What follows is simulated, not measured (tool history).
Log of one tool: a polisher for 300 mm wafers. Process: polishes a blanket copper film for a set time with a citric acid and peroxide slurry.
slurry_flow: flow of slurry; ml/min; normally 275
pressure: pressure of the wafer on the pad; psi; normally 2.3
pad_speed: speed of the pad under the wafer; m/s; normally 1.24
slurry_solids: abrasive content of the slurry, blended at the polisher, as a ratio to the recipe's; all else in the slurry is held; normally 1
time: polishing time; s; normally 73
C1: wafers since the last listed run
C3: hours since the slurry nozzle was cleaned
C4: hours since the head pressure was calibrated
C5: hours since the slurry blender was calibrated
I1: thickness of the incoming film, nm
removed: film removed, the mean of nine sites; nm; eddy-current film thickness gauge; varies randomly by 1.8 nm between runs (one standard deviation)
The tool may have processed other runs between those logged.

{"run": 1, "hour": 0.0, "slurry_flow": 275, "pressure": 1.9, "pad_speed": 1.24, "slurry_solids": 1, "time": 73, "C1": 0, "wafers polished on this pad": 340, "C3": 56.5, "C4": 95.7, "C5": 16.3, "I1": 1030.7, "removed": 122.2}
{"run": 2, "hour": 8.5, "slurry_flow": 275, "pressure": 2.3, "pad_speed": 1.24, "slurry_solids": 1, "time": 73, "C1": 74, "wafers polished on this pad": 414, "C3": 65, "C4": 104.2, "C5": 24.8, "I1": 1020.4, "removed": 147.2}
{"run": 3, "hour": 20.4, "slurry_flow": 275, "pressure": 2.3, "pad_speed": 1.24, "slurry_solids": 1, "time": 73, "C1": 103, "wafers polished on this pad": 517, "C3": 76.9, "C4": 116.1, "C5": 36.7, "I1": 1045.6, "removed": 147.1}
{"run": 4, "hour": 27.9, "slurry_flow": 275, "pressure": 2.3, "pad_speed": 1.24, "slurry_solids": 1, "time": 73, "C1": 65, "wafers polished on this pad": 583, "C3": 84.4, "C4": 123.6, "C5": 44.2, "I1": 1010.5, "removed": 144}
{"run": 5, "hour": 41.2, "slurry_flow": 275, "pressure": 2.3, "pad_speed": 1.24, "slurry_solids": 1, "time": 73, "C1": 115, "wafers polished on this pad": 698, "C3": 97.7, "C4": 136.9, "C5": 57.5, "I1": 1041.5, "removed": 145}
{"run": 6, "hour": 57.9, "slurry_flow": 275, "pressure": 2.3, "pad_speed": 1.24, "slurry_solids": 1, "time": 73, "C1": 145, "wafers polished on this pad": 844, "C3": 114.4, "C4": 153.6, "C5": 74.2, "I1": 1017.4, "removed": 146.2}
{"run": 7, "hour": 72.1, "slurry_flow": 275, "pressure": 2.3, "pad_speed": 1.24, "slurry_solids": 1, "time": 73, "C1": 123, "wafers polished on this pad": 968, "C3": 128.6, "C4": 167.8, "C5": 88.4, "I1": 1014.4, "removed": 142.6}
{"run": 8, "hour": 83.3, "slurry_flow": 275, "pressure": 2.3, "pad_speed": 1.36, "slurry_solids": 1, "time": 73, "C1": 97, "wafers polished on this pad": 1065, "C3": 139.8, "C4": 179, "C5": 99.6, "I1": 1014.8, "removed": 159.6}
{"run": 9, "hour": 94.1, "slurry_flow": 275, "pressure": 2.3, "pad_speed": 1.36, "slurry_solids": 1, "time": 73, "C1": 94, "wafers polished on this pad": 1159, "C3": 150.6, "C4": 189.8, "C5": 110.4, "I1": 1032.4, "removed": 152.5}
{"hour": 98.6, "done": "worn pad replaced by a new one"}
{"run": 10, "hour": 101.0, "slurry_flow": 275, "pressure": 2.3, "pad_speed": 1.24, "slurry_solids": 0.95, "time": 73, "C1": 25, "wafers polished on this pad": 21, "C3": 157.5, "C4": 196.7, "C5": 117.3, "I1": 1035.1, "removed": 139.4}
{"run": 11, "hour": 108.2, "slurry_flow": 275, "pressure": 2.3, "pad_speed": 1.24, "slurry_solids": 0.95, "time": 73, "C1": 62, "wafers polished on this pad": 84, "C3": 164.7, "C4": 203.9, "C5": 124.5, "I1": 1020.1, "removed": 141}
{"run": 12, "hour": 120.2, "slurry_flow": 335, "pressure": 2.3, "pad_speed": 1.12, "slurry_solids": 1.25, "time": 99, "C1": 104, "wafers polished on this pad": 188, "C3": 176.7, "C4": 215.9, "C5": 136.5, "I1": 1027, "removed": 189.6}
{"run": 13, "hour": 135.8, "slurry_flow": 275, "pressure": 2.3, "pad_speed": 1.04, "slurry_solids": 1.25, "time": 73, "C1": 135, "wafers polished on this pad": 324, "C3": 192.3, "C4": 231.5, "C5": 152.1, "I1": 1025.1, "removed": 125.7}
{"run": 14, "hour": 144.4, "slurry_flow": 315, "pressure": 2.3, "pad_speed": 1.24, "slurry_solids": 1, "time": 73, "C1": 74, "wafers polished on this pad": 399, "C3": 200.9, "C4": 240.1, "C5": 160.7, "I1": 1033.3, "removed": 140.5}
{"run": 15, "hour": 160.4, "slurry_flow": 250, "pressure": 2.3, "pad_speed": 1.24, "slurry_solids": 1.15, "time": 56, "C1": 139, "wafers polished on this pad": 538, "C3": 216.9, "C4": 256.1, "C5": 176.7, "I1": 1042.9, "removed": 111.2}
{"run": 16, "hour": 177.1, "slurry_flow": 275, "pressure": 2.3, "pad_speed": 1.24, "slurry_solids": 0.95, "time": 73, "C1": 145, "wafers polished on this pad": 684, "C3": 233.6, "C4": 272.8, "C5": 193.4, "I1": 1040.7, "removed": 137}
{"run": 17, "hour": 193.9, "slurry_flow": 275, "pressure": 2.3, "pad_speed": 1.24, "slurry_solids": 1, "time": 73, "C1": 146, "wafers polished on this pad": 830, "C3": 250.4, "C4": 289.6, "C5": 210.2, "I1": 1025.7, "removed": 138.6}
{"run": 18, "hour": 204.2, "slurry_flow": 200, "pressure": 1.9, "pad_speed": 1.54, "slurry_solids": 1.2, "time": 73, "C1": 89, "wafers polished on this pad": 920, "C3": 260.7, "C4": 299.9, "C5": 220.5, "I1": 1027.3, "removed": 142.2}
{"run": 19, "hour": 210.8, "slurry_flow": 275, "pressure": 2.3, "pad_speed": 1.24, "slurry_solids": 1.3, "time": 73, "C1": 57, "wafers polished on this pad": 978, "C3": 267.3, "C4": 306.5, "C5": 227.1, "I1": 1027.6, "removed": 144.2}
{"hour": 233.6, "done": "worn pad replaced by a new one"}
{"hour": 246.0, "done": "slurry blender recalibrated"}
{"hour": 249.4, "done": "slurry nozzle cleaned"}
{"run": 20, "hour": 264.3, "slurry_flow": 250, "pressure": 2.3, "pad_speed": 1.24, "slurry_solids": 1, "time": 73, "C1": 405, "wafers polished on this pad": 241, "C3": 14.9, "C4": 360, "C5": 18.3, "I1": 1027.2, "removed": 144.2}
{"hour": 274.9, "done": "head pressure recalibrated"}
{"run": 21, "hour": 279.8, "slurry_flow": 275, "pressure": 2.3, "pad_speed": 1.24, "slurry_solids": 1, "time": 73, "C1": 117, "wafers polished on this pad": 359, "C3": 30.4, "C4": 4.9, "C5": 33.8, "I1": 1006.4, "removed": 146}
{"run": 22, "hour": 286.5, "slurry_flow": 275, "pressure": 3.1, "pad_speed": 1.38, "slurry_solids": 0.85, "time": 73, "C1": 58, "wafers polished on this pad": 417, "C3": 37.1, "C4": 11.6, "C5": 40.5, "I1": 1040.4, "removed": 207.5}
{"run": 23, "hour": 300.8, "slurry_flow": 275, "pressure": 2.3, "pad_speed": 1.46, "slurry_solids": 1, "time": 73, "C1": 124, "wafers polished on this pad": 542, "C3": 51.4, "C4": 25.9, "C5": 54.8, "I1": 1018.9, "removed": 169.1}
{"run": 24, "hour": 315.0, "slurry_flow": 275, "pressure": 2, "pad_speed": 1.24, "slurry_solids": 1.15, "time": 84, "C1": 123, "wafers polished on this pad": 665, "C3": 65.6, "C4": 40.1, "C5": 69, "I1": 1026.6, "removed": 151.4}
{"run": 25, "hour": 322.1, "slurry_flow": 275, "pressure": 2.3, "pad_speed": 1.24, "slurry_solids": 1, "time": 73, "C1": 61, "wafers polished on this pad": 727, "C3": 72.7, "C4": 47.2, "C5": 76.1, "I1": 1031.3, "removed": 146.4}
{"run": 26, "hour": 337.8, "slurry_flow": 275, "pressure": 2.3, "pad_speed": 1.5, "slurry_solids": 1, "time": 91, "C1": 136, "wafers polished on this pad": 864, "C3": 88.4, "C4": 62.9, "C5": 91.8, "I1": 1012.1, "removed": 218.6}
{"run": 27, "hour": 349.7, "slurry_flow": 275, "pressure": 2.3, "pad_speed": 0.98, "slurry_solids": 0.8, "time": 63, "C1": 103, "wafers polished on this pad": 968, "C3": 100.3, "C4": 74.8, "C5": 103.7, "I1": 1016.7, "removed": 92.2}
{"hour": 361.4, "done": "worn pad replaced by a new one"}
{"run": 28, "hour": 362.3, "slurry_flow": 335, "pressure": 2.3, "pad_speed": 1.54, "slurry_solids": 1, "time": 73, "C1": 74, "wafers polished on this pad": 7, "C3": 112.9, "C4": 87.4, "C5": 116.3, "I1": 1010.4, "removed": 179.2}
{"run": 29, "hour": 378.6, "slurry_flow": 275, "pressure": 2.3, "pad_speed": 1.24, "slurry_solids": 1, "time": 73, "C1": 142, "wafers polished on this pad": 149, "C3": 129.2, "C4": 103.7, "C5": 132.6, "I1": 1021.8, "removed": 140.5}

Some steps in removed between neighbouring runs. How much of each would the tool show without its hidden state too (settings, what came in, random variation), and how much is left for the hidden state, with any gauge scatter that isn't in both results?
Hidden state at play: removal rate lost through wear of the pad, %; slurry flow missing at the pad, %; deviation of the head's pressure from its setpoint, %; abrasive missing from the slurry, %.
Run 19 -> 20: slurry_flow 275 -> 250, slurry_solids 1.3 -> 1, worn pad replaced by a new one, slurry blender recalibrated, slurry nozzle cleaned. removed +0 nm: hidden state +10.6, all else -10.6.
Run 26 -> 27: pad_speed 1.5 -> 0.98, slurry_solids 1 -> 0.8, time 91 -> 63. removed -126.4 nm: hidden state +2.2, all else -128.6.
Run 27 -> 28: slurry_flow 275 -> 335, pad_speed 0.98 -> 1.54, slurry_solids 0.8 -> 1, time 63 -> 73, worn pad replaced by a new one. removed +87 nm: hidden state -2.7, all else +89.7.
